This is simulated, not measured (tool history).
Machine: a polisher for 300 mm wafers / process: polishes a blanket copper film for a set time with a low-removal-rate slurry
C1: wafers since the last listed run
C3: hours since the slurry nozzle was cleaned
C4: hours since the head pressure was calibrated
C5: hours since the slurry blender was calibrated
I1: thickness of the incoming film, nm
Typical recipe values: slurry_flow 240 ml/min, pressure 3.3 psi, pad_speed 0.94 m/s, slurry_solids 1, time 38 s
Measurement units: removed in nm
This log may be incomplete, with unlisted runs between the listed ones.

Run 1, day 0: usual settings but slurry_solids 1.15; C1 0; wafers polished on this pad 572; C3 25.1; C4 1473.1; C5 101.9; I1 1335. Result: removed 132.9 nm.
Run 2, day 0.679: usual settings but slurry_solids 1.15; C1 242; wafers polished on this pad 814; C3 41.4; C4 1489.4; C5 118.2; I1 1325.9. Result: removed 133.1 nm.
Run 3, day 1.204: usual settings; C1 187; wafers polished on this pad 1002; C3 54; C4 1502; C5 130.8; I1 1341.8. Result: removed 126.3 nm.
Run 4, day 1.921: usual settings; C1 255; wafers polished on this pad 1257; C3 71.2; C4 1519.2; C5 148; I1 1359.9. Result: removed 126.4 nm.
At day 2.133: worn pad replaced by a new one.
Run 5, day 2.454: usual settings; C1 130; wafers polished on this pad 113; C3 84; C4 1532; C5 160.8; I1 1340.3. Result: removed 123.4 nm.
Run 6, day 3.171: usual settings; C1 255; wafers polished on this pad 369; C3 101.2; C4 1549.2; C5 178; I1 1314.9. Result: removed 125.3 nm.
Run 7, day 4.558: usual settings; C1 494; wafers polished on this pad 863; C3 134.5; C4 1582.5; C5 211.3; I1 1322. Result: removed 125.2 nm.
Run 8, day 4.9: usual settings; C1 121; wafers polished on this pad 985; C3 142.7; C4 1590.7; C5 219.5; I1 1327.8. Result: removed 122.9 nm.
Run 9, day 5.5: usual settings but pressure 4 psi, slurry_solids 0.8; C1 213; wafers polished on this pad 1199; C3 157.1; C4 1605.1; C5 233.9; I1 1356. Result: removed 140.7 nm.
At day 5.738: worn pad replaced by a new one.
Run 10, day 6.125: usual settings but pressure 4 psi, slurry_solids 0.8; C1 163; wafers polished on this pad 138; C3 172.1; C4 1620.1; C5 248.9; I1 1364.1. Result: removed 140.4 nm.
At day 7.258: head pressure recalibrated.
Run 11, day 7.858: usual settings but pressure 4 psi, slurry_solids 0.8; C1 587; wafers polished on this pad 726; C3 213.7; C4 14.4; C5 290.5; I1 1330.8. Result: removed 139.1 nm.
Run 12, day 8.371: usual settings; C1 182; wafers polished on this pad 908; C3 226; C4 26.7; C5 302.8; I1 1322.5. Result: removed 122.3 nm.
At day 9.088: worn pad replaced by a new one.
Run 13, day 9.108: usual settings but time 47 s; C1 203; wafers polished on this pad 8; C3 243.7; C4 44.4; C5 320.5; I1 1339.1. Result: removed 152.1 nm.
Run 14, day 9.742: usual settings but time 47 s; C1 225; wafers polished on this pad 233; C3 258.9; C4 59.6; C5 335.7; I1 1338.6. Result: removed 154.3 nm.
Run 15, day 10.167: usual settings but slurry_flow 310 ml/min; C1 151; wafers polished on this pad 385; C3 269.1; C4 69.8; C5 345.9; I1 1347.2. Result: removed 128.9 nm.
At day 10.4: slurry blender recalibrated.
Run 16, day 10.642: usual settings but slurry_solids 1.1, time 46 s; C1 139; wafers polished on this pad 524; C3 280.5; C4 81.2; C5 5.8; I1 1328.1. Result: removed 155.6 nm.
At day 10.696: slurry nozzle cleaned.
Run 17, day 11.342: usual settings but pressure 4.3 psi, time 29 s; C1 234; wafers polished on this pad 759; C3 15.5; C4 98; C5 22.6; I1 1359. Result: removed 114.8 nm.
Run 18, day 11.904: usual settings but slurry_flow 275 ml/min, pad_speed 1.18 m/s, time 43 s; C1 200; wafers polished on this pad 959; C3 29; C4 111.5; C5 36.1; I1 1327.1. Result: removed 170.3 nm.
At day 12.433: worn pad replaced by a new one.
Run 19, day 12.454: usual settings but slurry_flow 180 ml/min, pressure 2.5 psi; C1 136; wafers polished on this pad 6; C3 42.2; C4 124.7; C5 49.3; I1 1369.9. Result: removed 82.7 nm.
Run 20, day 12.758: usual settings; C1 108; wafers polished on this pad 115; C3 49.5; C4 132; C5 56.6; I1 1330.7. Result: removed 115.8 nm.
Run 21, day 13.429: usual settings but slurry_flow 310 ml/min; C1 239; wafers polished on this pad 354; C3 65.6; C4 148.1; C5 72.7; I1 1322.2. Result: removed 120.9 nm.
Run 22, day 13.688: usual settings but pressure 2.5 psi; C1 92; wafers polished on this pad 446; C3 71.8; C4 154.3; C5 78.9; I1 1324.6. Result: removed 88.5 nm.
At day 15.183: slurry nozzle cleaned, repeated, since the last time left the tool worse.
Run 23, day 15.25: usual settings but pressure 2.1 psi, pad_speed 1.12 m/s, slurry_solids 0.9; C1 541; wafers polished on this pad 988; C3 1.6; C4 191.8; C5 116.4; I1 1332.5. Result: removed 97.3 nm.
At day 16.104: worn pad replaced by a new one.
Run 24, day 16.479: usual settings but slurry_solids 0.85, time 48 s; C1 378; wafers polished on this pad 134; C3 31.1; C4 221.3; C5 145.9; I1 1339.3. Result: removed 151.5 nm.
Run 25, day 16.771: usual settings but slurry_solids 1.1, time 46 s; C1 103; wafers polished on this pad 238; C3 38.1; C4 228.3; C5 152.9; I1 1362.5. Result: removed 158.3 nm.
Run 26, day 17.288: usual settings but slurry_flow 310 ml/min, pad_speed 0.76 m/s; C1 184; wafers polished on this pad 422; C3 50.5; C4 240.7; C5 165.3; I1 1337.5. Result: removed 106.4 nm.
Run 27, day 17.842: usual settings but slurry_flow 215 ml/min, pad_speed 0.84 m/s; C1 197; wafers polished on this pad 619; C3 63.8; C4 254; C5 178.6; I1 1339.4. Result: removed 109.7 nm.
Run 28, day 18.558: usual settings but pad_speed 1.16 m/s, slurry_solids 0.75, time 44 s; C1 255; wafers polished on this pad 875; C3 81; C4 271.2; C5 195.8; I1 1362.3. Result: removed 161.8 nm.
Run 29, day 19.258: usual settings but slurry_flow 215 ml/min, pressure 4.2 psi, pad_speed 0.84 m/s, slurry_solids 0.75; C1 249; wafers polished on this pad 1124; C3 97.8; C4 288; C5 212.6; I1 1321. Result: removed 128.4 nm.

Forecast each of these 5 alternatives for the next run:
Run A, day 19.275: usual settings; C1 5; wafers polished on this pad 1130; C3 98.2; C4 288.4; C5 213; I1 1320.1. Result: removed ?.
Run B, day 19.275: usual settings but slurry_flow 180 ml/min, pressure 2.8 psi, slurry_solids 0.75, time 46 s; C1 5; wafers polished on this pad 1130; C3 98.2; C4 288.4; C5 213; I1 1320.1. Result: removed ?.
Run C, day 19.275: usual settings but slurry_flow 200 ml/min, pressure 2.2 psi, pad_speed 0.76 m/s; C1 5; wafers polished on this pad 1130; C3 98.2; C4 288.4; C5 213; I1 1320.1. Result: removed ?.
Run D, day 19.275: usual settings but slurry_flow 215 ml/min, pad_speed 0.74 m/s; C1 5; wafers polished on this pad 1130; C3 98.2; C4 288.4; C5 213; I1 1320.1. Result: removed ?.
Run E, day 19.275: usual settings but pressure 3.9 psi; C1 5; wafers polished on this pad 1130; C3 98.2; C4 288.4; C5 213; I1 1320.1. Result: removed ?.

run  removed
  A    123.8
  B      112
  C     66.9
  D     95.8
  E    144.8
Had the tool no hidden state, the same runs would have come out as:
run  removed
  A    127.1
  B      116
  C     69.1
  D     98.6
  E    148.6
